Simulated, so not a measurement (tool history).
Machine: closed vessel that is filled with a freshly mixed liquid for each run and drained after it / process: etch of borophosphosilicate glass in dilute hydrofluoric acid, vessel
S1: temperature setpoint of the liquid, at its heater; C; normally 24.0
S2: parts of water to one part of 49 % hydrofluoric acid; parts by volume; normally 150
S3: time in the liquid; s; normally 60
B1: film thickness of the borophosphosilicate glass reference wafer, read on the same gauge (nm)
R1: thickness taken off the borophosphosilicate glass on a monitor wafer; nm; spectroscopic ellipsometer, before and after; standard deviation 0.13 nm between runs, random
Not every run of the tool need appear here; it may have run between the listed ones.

run    hour    S1   S2  S3     B1     R1
  1     0.0  27.5  150  60  50.01  20.81
       68.6  -- thermometer replaced, repeated, since the last time left the tool worse
  2    69.6  24.0  150  60  49.97  16.97
  3   109.1  24.0  150  60  49.99  17.07
  4   207.0  24.0  150  60  49.96  17.14
  5   248.0  24.0  150  60  49.99  17.11
  6   295.3  24.0  150  60  50.05  17.05
  7   359.7  24.0  150  60  50.02  17.29
  8   415.4  22.0  150  60  50.02  16.00
  9   449.5  24.0  150  60  49.97  17.11
 10   491.5  27.5  175  35  50.06   9.50
 11   537.3  24.0  150  60  50.00  17.32
      571.7  -- hydrofluoric acid flow meter replaced
 12   597.9  19.5  100  60  50.06  22.98
 13   666.6  21.0  180  95  50.02  19.98
 14   700.5  28.0  120  40  49.99  17.28
 15   879.4  27.5   95  85  50.02  47.81
 16   936.8  27.0   95  45  49.97  24.98
 17   969.0  24.0  220  60  50.03  11.05
 18  1033.5  24.0  150  60  50.02  17.44
 19  1079.7  26.5  210  90  50.02  19.16
     1140.2  -- hydrofluoric acid flow meter replaced
 20  1140.7  19.0   80  75  50.00  36.95
 21  1164.9  24.0  195  30  49.96   6.35
 22  1191.2  24.0  150  60  50.01  17.46
     1194.0  -- thermometer replaced
     1236.5  -- gauge calibrated
 23  1257.0  21.5  120  45  49.99  15.05
 24  1323.0  28.0  150  95  50.01  31.73
 25  1347.9  22.0  205  95  49.98  17.35
 26  1398.2  26.5  180  35  49.99   8.87
 27  1458.8  20.0  190  85  49.98  15.97
 28  1530.1  28.0  205  30  49.96   6.92
 29  1581.7  26.5   80  85  49.99  55.46
 30  1645.2  20.5  195  80  49.96  14.65
 31  1673.1  22.0  150  45  50.04  12.06

Hidden state, per run?
hydrofluoric acid flow below the setpoint (%): 0 across all the runs
gauge reads high (%): 0 across all the runs
H1: liquid hotter than its thermometer reads (K)
run      H1
  1    1.67
  2  0.0115
  3  0.0379
  4   0.103
  5    0.13
  6   0.162
  7   0.205
  8   0.242
  9   0.265
 10   0.293
 11   0.323
 12   0.363
 13   0.409
 14   0.432
 15   0.551
 16   0.589
 17   0.611
 18   0.654
 19   0.684
 20   0.725
 21   0.741
 22   0.759
 23  0.0578
 24   0.102
 25   0.118
 26   0.152
 27   0.192
 28    0.24
 29   0.274
 30   0.316
 31   0.335
